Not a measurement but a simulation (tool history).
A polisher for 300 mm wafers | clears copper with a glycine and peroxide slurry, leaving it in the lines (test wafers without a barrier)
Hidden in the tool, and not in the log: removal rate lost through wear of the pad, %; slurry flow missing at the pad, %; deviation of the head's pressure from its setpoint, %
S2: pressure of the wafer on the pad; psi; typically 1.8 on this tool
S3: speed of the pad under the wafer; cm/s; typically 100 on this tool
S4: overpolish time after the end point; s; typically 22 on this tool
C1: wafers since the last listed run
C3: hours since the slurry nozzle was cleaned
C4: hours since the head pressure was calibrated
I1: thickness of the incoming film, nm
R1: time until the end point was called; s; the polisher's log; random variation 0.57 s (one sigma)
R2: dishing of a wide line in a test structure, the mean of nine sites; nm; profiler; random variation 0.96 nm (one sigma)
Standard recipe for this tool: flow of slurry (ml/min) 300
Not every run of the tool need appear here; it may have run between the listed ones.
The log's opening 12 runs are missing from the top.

{"run": 13, "hour": 332.9, "flow of slurry (ml/min)": 355, "S2": 2.2, "S3": 128, "S4": 22, "C1": 246, "wafers polished on this pad": 2501, "C3": 217.3, "C4": 53.7, "I1": 297.1, "R1": 50.1, "R2": 49.8}
{"run": 14, "hour": 355.0, "flow of slurry (ml/min)": 400, "S2": 1.8, "S3": 100, "S4": 22, "C1": 252, "wafers polished on this pad": 2753, "C3": 239.4, "C4": 75.8, "I1": 298.3, "R1": 65.1, "R2": 45.2}
{"run": 15, "hour": 374.2, "flow of slurry (ml/min)": 325, "S2": 1.8, "S3": 100, "S4": 13, "C1": 219, "wafers polished on this pad": 2973, "C3": 258.6, "C4": 95, "I1": 296.2, "R1": 66.1, "R2": 34.9}
{"run": 16, "hour": 398.0, "flow of slurry (ml/min)": 300, "S2": 1.2, "S3": 76, "S4": 22, "C1": 272, "wafers polished on this pad": 3245, "C3": 282.4, "C4": 118.8, "I1": 292.6, "R1": 96, "R2": 36.8}
{"hour": 421.4, "done": "worn pad replaced by a new one"}
{"run": 17, "hour": 427.6, "flow of slurry (ml/min)": 235, "S2": 2.3, "S3": 100, "S4": 14, "C1": 292, "wafers polished on this pad": 70, "C3": 312, "C4": 148.4, "I1": 293.3, "R1": 54.5, "R2": 38.8}
{"run": 18, "hour": 451.7, "flow of slurry (ml/min)": 360, "S2": 2, "S3": 100, "S4": 22, "C1": 275, "wafers polished on this pad": 346, "C3": 336.1, "C4": 172.5, "I1": 291.1, "R1": 58, "R2": 46.4}
{"run": 19, "hour": 482.4, "flow of slurry (ml/min)": 300, "S2": 1.8, "S3": 134, "S4": 22, "C1": 350, "wafers polished on this pad": 697, "C3": 366.8, "C4": 203.2, "I1": 299.5, "R1": 56.1, "R2": 49}
{"run": 20, "hour": 547.0, "flow of slurry (ml/min)": 300, "S2": 1.8, "S3": 124, "S4": 22, "C1": 738, "wafers polished on this pad": 1435, "C3": 431.4, "C4": 267.8, "I1": 292.2, "R1": 56.4, "R2": 48.6}
{"run": 21, "hour": 578.3, "flow of slurry (ml/min)": 400, "S2": 1.8, "S3": 100, "S4": 22, "C1": 357, "wafers polished on this pad": 1793, "C3": 462.7, "C4": 299.1, "I1": 291.8, "R1": 62.1, "R2": 48}
{"run": 22, "hour": 600.6, "flow of slurry (ml/min)": 300, "S2": 1.8, "S3": 110, "S4": 30, "C1": 254, "wafers polished on this pad": 2048, "C3": 485, "C4": 321.4, "I1": 297.2, "R1": 61.9, "R2": 52.7}
{"run": 23, "hour": 620.1, "flow of slurry (ml/min)": 300, "S2": 1.8, "S3": 100, "S4": 22, "C1": 222, "wafers polished on this pad": 2271, "C3": 504.5, "C4": 340.9, "I1": 292.5, "R1": 62.8, "R2": 46.1}
{"hour": 668.9, "done": "worn pad replaced by a new one"}
{"hour": 691.7, "done": "slurry nozzle cleaned"}
{"run": 24, "hour": 718.2, "flow of slurry (ml/min)": 300, "S2": 1.8, "S3": 132, "S4": 22, "C1": 1064, "wafers polished on this pad": 551, "C3": 26.5, "C4": 439, "I1": 292.8, "R1": 53.6, "R2": 47.5}
{"run": 25, "hour": 749.4, "flow of slurry (ml/min)": 340, "S2": 1.8, "S3": 100, "S4": 28, "C1": 356, "wafers polished on this pad": 908, "C3": 57.7, "C4": 470.2, "I1": 294.1, "R1": 61.6, "R2": 52}
{"run": 26, "hour": 775.3, "flow of slurry (ml/min)": 300, "S2": 1.8, "S3": 84, "S4": 29, "C1": 296, "wafers polished on this pad": 1204, "C3": 83.6, "C4": 496.1, "I1": 295, "R1": 66.7, "R2": 53.2}
{"run": 27, "hour": 806.4, "flow of slurry (ml/min)": 300, "S2": 2.1, "S3": 100, "S4": 22, "C1": 355, "wafers polished on this pad": 1559, "C3": 114.7, "C4": 527.2, "I1": 290, "R1": 54.1, "R2": 50.4}
{"run": 28, "hour": 841.8, "flow of slurry (ml/min)": 300, "S2": 1.8, "S3": 100, "S4": 22, "C1": 404, "wafers polished on this pad": 1964, "C3": 150.1, "C4": 562.6, "I1": 288.5, "R1": 61.2, "R2": 47.7}
{"run": 29, "hour": 859.6, "flow of slurry (ml/min)": 300, "S2": 1.8, "S3": 70, "S4": 22, "C1": 203, "wafers polished on this pad": 2167, "C3": 167.9, "C4": 580.4, "I1": 293.1, "R1": 70.8, "R2": 44.4}
{"run": 30, "hour": 874.5, "flow of slurry (ml/min)": 300, "S2": 1.8, "S3": 74, "S4": 22, "C1": 170, "wafers polished on this pad": 2338, "C3": 182.8, "C4": 595.3, "I1": 300.3, "R1": 71.8, "R2": 46.6}
{"run": 31, "hour": 887.7, "flow of slurry (ml/min)": 300, "S2": 2.1, "S3": 78, "S4": 14, "C1": 150, "wafers polished on this pad": 2489, "C3": 196, "C4": 608.5, "I1": 290.6, "R1": 60.4, "R2": 38.4}
{"run": 32, "hour": 920.2, "flow of slurry (ml/min)": 385, "S2": 1.8, "S3": 100, "S4": 33, "C1": 371, "wafers polished on this pad": 2860, "C3": 228.5, "C4": 641, "I1": 299, "R1": 60.7, "R2": 56.2}
{"hour": 957.2, "done": "worn pad replaced by a new one"}
{"run": 33, "hour": 1011.3, "flow of slurry (ml/min)": 300, "S2": 1.5, "S3": 84, "S4": 29, "C1": 995, "wafers polished on this pad": 618, "C3": 319.6, "C4": 732.1, "I1": 297.2, "R1": 76.2, "R2": 48.1}
{"run": 34, "hour": 1041.1, "flow of slurry (ml/min)": 215, "S2": 1.8, "S3": 100, "S4": 22, "C1": 340, "wafers polished on this pad": 958, "C3": 349.4, "C4": 761.9, "I1": 297.4, "R1": 64.5, "R2": 44.3}

5 ways to go on from here, each from the tool as it stands after run 34. What would each give?
{"run": "A", "hour": 1041.6, "flow of slurry (ml/min)": 300, "S2": 1.2, "S3": 100, "S4": 22, "C1": 5, "wafers polished on this pad": 964, "C3": 349.9, "C4": 762.4, "I1": 294.8, "R1": "?", "R2": "?"}
{"run": "B", "hour": 1041.6, "flow of slurry (ml/min)": 205, "S2": 1.8, "S3": 100, "S4": 28, "C1": 5, "wafers polished on this pad": 964, "C3": 349.9, "C4": 762.4, "I1": 294.8, "R1": "?", "R2": "?"}
{"run": "C", "hour": 1041.6, "flow of slurry (ml/min)": 205, "S2": 1.5, "S3": 76, "S4": 29, "C1": 5, "wafers polished on this pad": 964, "C3": 349.9, "C4": 762.4, "I1": 294.8, "R1": "?", "R2": "?"}
{"run": "D", "hour": 1041.6, "flow of slurry (ml/min)": 300, "S2": 1.3, "S3": 64, "S4": 17, "C1": 5, "wafers polished on this pad": 964, "C3": 349.9, "C4": 762.4, "I1": 294.8, "R1": "?", "R2": "?"}
{"run": "E", "hour": 1041.6, "flow of slurry (ml/min)": 235, "S2": 1.8, "S3": 100, "S4": 14, "C1": 5, "wafers polished on this pad": 964, "C3": 349.9, "C4": 762.4, "I1": 294.8, "R1": "?", "R2": "?"}

run=A R1=82 R2=40.2
run=B R1=62.7 R2=52.2
run=C R1=80.5 R2=47.9
run=D R1=91.5 R2=32.7
run=E R1=62 R2=37
Without the tool's hidden state the same runs would have given:
run=A R1=87.9 R2=38.4
run=B R1=67.7 R2=50.3
run=C R1=86.4 R2=46.1
run=D R1=97.7 R2=31.1
run=E R1=67 R2=35.1
